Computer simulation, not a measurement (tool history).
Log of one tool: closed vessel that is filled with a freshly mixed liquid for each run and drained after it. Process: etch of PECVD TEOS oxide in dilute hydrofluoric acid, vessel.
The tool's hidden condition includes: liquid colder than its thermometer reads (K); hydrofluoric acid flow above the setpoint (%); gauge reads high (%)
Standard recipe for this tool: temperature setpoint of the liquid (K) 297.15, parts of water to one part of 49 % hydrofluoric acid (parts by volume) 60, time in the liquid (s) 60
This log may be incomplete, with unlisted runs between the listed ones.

run   hour  temperature setpoint of the liquid (K)  parts of water to one part of 49 % hydrofluoric acid (parts by volume)  time in the liquid (s)  wafers since the last listed run  hours since the thermometer was replaced  hours since the hydrofluoric acid flow meter was replaced  hours since the gauge calibration  read-back film thickness of the PECVD TEOS oxide reference wafer, read on the same gauge (nm)  thickness taken off the PECVD TEOS oxide on a monitor wafer (angstrom)
  1      0                                  297.15                                                                      60                      60                                 0                                    1435.5                                                     2112.9                                 69                                                                                          80.03                                                                   130.9
  2   24.7                                  297.15                                                                      60                      60                              2311                                    1460.2                                                     2137.6                               93.7                                                                                          80.02                                                                   130.6
  3   41.1                                  297.15                                                                      60                      60                              1534                                    1476.6                                                       2154                              110.1                                                                                          80.02                                                                   132.1
  4   68.6                                  297.15                                                                      60                      45                              2573                                    1504.1                                                     2181.5                              137.6                                                                                          79.98                                                                    98.4
  5   98.9                                  297.15                                                                      60                      45                              2835                                    1534.4                                                     2211.8                              167.9                                                                                             80                                                                    98.5
     117.4  -- thermometer replaced
  6  119.9                                  296.15                                                                      60                      85                              1871                                       2.5                                                     2232.8                              188.9                                                                                          80.02                                                                   177.5
  7  151.6                                  296.15                                                                      60                      85                              2966                                      34.2                                                     2264.5                              220.6                                                                                          79.95                                                                   178.2
  8  176.4                                  297.15                                                                      60                      60                              2320                                        59                                                     2289.3                              245.4                                                                                             80                                                                   132.1
  9  204.2                                  294.65                                                                      60                      40                              2601                                      86.8                                                     2317.1                              273.2                                                                                             80                                                                    79.2
     231.3  -- hydrofluoric acid flow meter replaced
 10    238                                  297.15                                                                      60                      60                              3069                                     120.6                                                        6.7                                307                                                                                             80                                                                   140.2
 11  257.4                                  293.65                                                                      80                      60                              1815                                       140                                                       26.1                              326.4                                                                                             80                                                                      89
     270.6  -- gauge calibrated
     280.2  -- hydrofluoric acid flow meter replaced, repeated, since the last time left the tool worse
 12  281.1                                  297.15                                                                      70                      90                              2124                                     163.7                                                        0.9                               10.5                                                                                          80.02                                                                   153.9
 13  303.8                                  295.15                                                                      70                      60                              2124                                     186.4                                                       23.6                               33.2                                                                                             80                                                                    95.1
 14  317.4                                  292.15                                                                      80                      90                              1272                                       200                                                       37.2                               46.8                                                                                          80.01                                                                   108.4
 15  339.9                                  297.15                                                                      70                      60                              2105                                     222.5                                                       59.7                               69.3                                                                                          79.95                                                                   103.2
 16  361.8                                  300.65                                                                      40                      30                              2049                                     244.4                                                       81.6                               91.2                                                                                          80.03                                                                   108.9

5 ways to go on from here, each from the tool as it stands after run 16. What would each give?
  A  362.5                                  295.15                                                                      60                      60                                65                                     245.1                                                       82.3                               91.9                                                                                              ?                                                                       ?
  B  362.5                                  294.15                                                                      50                      45                                65                                     245.1                                                       82.3                               91.9                                                                                              ?                                                                       ?
  C  362.5                                  302.15                                                                      60                      60                                65                                     245.1                                                       82.3                               91.9                                                                                              ?                                                                       ?
  D  362.5                                  301.15                                                                      75                      85                                65                                     245.1                                                       82.3                               91.9                                                                                              ?                                                                       ?
  E  362.5                                  300.65                                                                      50                      30                                65                                     245.1                                                       82.3                               91.9                                                                                              ?                                                                       ?

run  read-back film thickness of the PECVD TEOS oxide reference wafer, read on the same gauge (nm)  thickness taken off the PECVD TEOS oxide on a monitor wafer (angstrom)
  A                                                                                          80.02                                                                   112.5
  B                                                                                          80.02                                                                    98.3
  C                                                                                          80.02                                                                   149.2
  D                                                                                          80.02                                                                   159.2
  E                                                                                          80.02                                                                    85.6
Take away the tool's hidden state, keep each run's random variation, and the runs would have read:
run  thickness taken off the PECVD TEOS oxide on a monitor wafer (angstrom)
  A                                                                   110.9
  B                                                                    96.9
  C                                                                     147
  D                                                                   156.8
  E                                                                    84.4
